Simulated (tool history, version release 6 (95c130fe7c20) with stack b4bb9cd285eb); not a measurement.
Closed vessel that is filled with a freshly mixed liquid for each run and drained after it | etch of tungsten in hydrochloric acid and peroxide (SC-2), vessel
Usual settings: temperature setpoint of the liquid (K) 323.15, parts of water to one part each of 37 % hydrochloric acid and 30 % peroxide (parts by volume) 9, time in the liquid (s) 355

run	day	temperature setpoint of the liquid (K)	parts of water to one part each of 37 % hydrochloric acid and 30 % peroxide (parts by volume)	time in the liquid (s)	read-back film thickness of the tungsten reference wafer, read on the same gauge (nm)	thickness taken off the tungsten on a monitor wafer (angstrom)
1	0	323.15	9	295	69.98	318.1
2	2.288	323.15	9	355	70.02	388.2
3	4.362	323.15	11.5	355	70	316.7
4	7.329	323.15	7	355	69.98	472.1
5	10.146	325.65	9	355	69.99	457
6	12.3	325.65	9	355	69.97	451
7	14.208	325.65	9	355	70	453.6
8	27.338	323.15	6	355	69.94	529.2
9	38.733	323.15	6	250	70	367.5
10	42.067	323.15	6	250	70.01	372.2
11	44.888	329.15	9	355	70	566.4
12	49.208	329.15	9	355	70.01	559.4
13	52.646	329.15	9	355	70	559.2
14	54.212	323.15	9	355	69.99	377.6
15	57.433	323.15	9	275	70	278.9
16	61.233	325.65	9	355	70.04	419.1
17	64.912	316.15	9	535	70.02	331.5
18	66.912	328.15	13	540	70.04	548.6
19	70.65	329.15	9	355	70.01	526.4
20	72.992	317.65	9	435	69.96	336.8
21	77.354	316.65	12	355	70	199.9
22	79.767	313.65	9	165	70.04	95.1
23	83.088	319.65	7	410	69.97	442.3
24	86.321	328.65	13.5	355	70	399
25	88.575	325.65	13	355	70.02	339.3
26	91.162	323.15	9	355	70.03	389.8
27	93.088	323.15	7.5	355	70	454.8
28	95.275	331.15	7	355	70.03	812.9
29	105.204	328.15	12.5	285	70	332

Not shown: 10 entries that the log had between the listed runs. Between which runs, and how does the tool's hidden state differ before and after?
Between runs 4 and 5: new drum of peroxide connected (day 9.858)
  liquid colder than its thermometer reads (K): 0.612 -> 0.636
  measured less the result without the state, thickness taken off the tungsten on a monitor wafer (angstrom): -19.6 -> -19.6
Between runs 7 and 8: gauge calibrated (day 25.779)
  liquid colder than its thermometer reads (K): 0.671 -> 0.783
  measured less the result without the state, thickness taken off the tungsten on a monitor wafer (angstrom): -20.5 -> -28.3
Between runs 8 and 9: new drum of peroxide connected (day 34.904)
  liquid colder than its thermometer reads (K): 0.783 -> 0.881
  measured less the result without the state, thickness taken off the tungsten on a monitor wafer (angstrom): -28.3 -> -22.3
Between runs 13 and 14: chemicals flow meter replaced (day 52.742)
  liquid colder than its thermometer reads (K): 1 -> 1.01
  measured less the result without the state, thickness taken off the tungsten on a monitor wafer (angstrom): -37.2 -> -26.4
Between runs 14 and 15: new drum of peroxide connected (day 55.929); thermometer replaced (day 56.862)
  liquid colder than its thermometer reads (K): 1.01 -> 1.78
  measured less the result without the state, thickness taken off the tungsten on a monitor wafer (angstrom): -26.4 -> -35.3
Between runs 19 and 20: thermometer replaced, repeated, since the last time left the tool worse (day 71.517)
  liquid colder than its thermometer reads (K): 1.89 -> 0.205
  measured less the result without the state, thickness taken off the tungsten on a monitor wafer (angstrom): -68.4 -> -4.9
Between runs 22 and 23: new drum of peroxide connected (day 80.846)
  liquid colder than its thermometer reads (K): 0.263 -> 0.292
  measured less the result without the state, thickness taken off the tungsten on a monitor wafer (angstrom): -1.7 -> -8.9
Between runs 23 and 24: gauge calibrated (day 83.312)
  liquid colder than its thermometer reads (K): 0.292 -> 0.319
  measured less the result without the state, thickness taken off the tungsten on a monitor wafer (angstrom): -8.9 -> -8.3
Between runs 28 and 29: new drum of peroxide connected (day 101.975)
  liquid colder than its thermometer reads (K): 0.396 -> 0.481
  measured less the result without the state, thickness taken off the tungsten on a monitor wafer (angstrom): -20.9 -> -10.4
